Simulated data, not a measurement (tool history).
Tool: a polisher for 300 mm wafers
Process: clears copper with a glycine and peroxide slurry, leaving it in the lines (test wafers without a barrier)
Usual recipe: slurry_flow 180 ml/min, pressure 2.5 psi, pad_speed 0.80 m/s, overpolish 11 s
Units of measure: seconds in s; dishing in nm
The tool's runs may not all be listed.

run	hour	slurry_flow	pressure	pad_speed	overpolish	wafers since the last listed run	wafers polished on this pad	hours since the slurry nozzle was cleaned	hours since the head pressure was calibrated	incoming thickness of the incoming film, nm	seconds	dishing
1	0.0	140	2.5	0.70	11	0	2598	228.0	112.6	686.9	243.6	19.7
# hour 41.0: worn pad replaced by a new one
2	76.1	140	2.5	0.70	11	558	271	304.1	188.7	696.2	232.3	21.0
3	167.6	180	2.5	0.80	11	709	980	395.6	280.2	698.1	206.3	23.6
4	267.6	180	2.5	0.80	11	774	1755	495.6	380.2	699.8	219.1	21.9
5	361.6	180	2.5	0.80	11	728	2484	589.6	474.2	697.6	219.3	22.7
# hour 381.8: head pressure recalibrated
6	413.0	180	2.5	0.80	11	382	2867	641.0	31.2	700.5	217.7	21.9
7	497.6	180	2.5	0.80	11	655	3522	725.6	115.8	692.8	213.1	22.4
# hour 510.6: slurry nozzle cleaned
# hour 525.2: worn pad replaced by a new one, of another model than before
8	597.0	180	2.5	0.80	11	731	556	86.4	215.2	698.5	199.6	22.4
9	650.2	180	2.5	0.80	11	412	968	139.6	268.4	700.4	212.7	22.5
10	700.8	180	2.5	0.80	11	392	1360	190.2	319.0	705.4	216.1	22.8
11	737.6	180	2.5	0.80	11	285	1645	227.0	355.8	698.3	210.9	22.0
12	814.6	180	2.5	0.80	11	596	2242	304.0	432.8	695.7	217.8	21.9
# hour 823.0: head pressure recalibrated
13	907.7	180	2.5	0.80	11	706	2948	397.1	84.7	694.0	210.8	21.6
14	947.5	180	2.5	0.80	11	308	3257	436.9	124.5	690.8	221.2	22.2
15	998.6	180	2.5	0.80	11	396	3653	488.0	175.6	698.3	221.5	23.1
# hour 1006.6: worn pad replaced by a new one
16	1101.2	115	2.2	0.80	4	764	733	590.6	278.2	694.3	248.1	8.9

The next listed run, before its measurement:
# hour 1111.0: slurry nozzle cleaned
17	1200.1	245	2.9	0.88	11	758	1491	89.1	377.1	701.5	?	?

Run 17 gave seconds 180.1 s, dishing 25.1 nm.
With no hidden state in the tool, this same run would have given seconds 161.5 s, dishing 26.9 nm.

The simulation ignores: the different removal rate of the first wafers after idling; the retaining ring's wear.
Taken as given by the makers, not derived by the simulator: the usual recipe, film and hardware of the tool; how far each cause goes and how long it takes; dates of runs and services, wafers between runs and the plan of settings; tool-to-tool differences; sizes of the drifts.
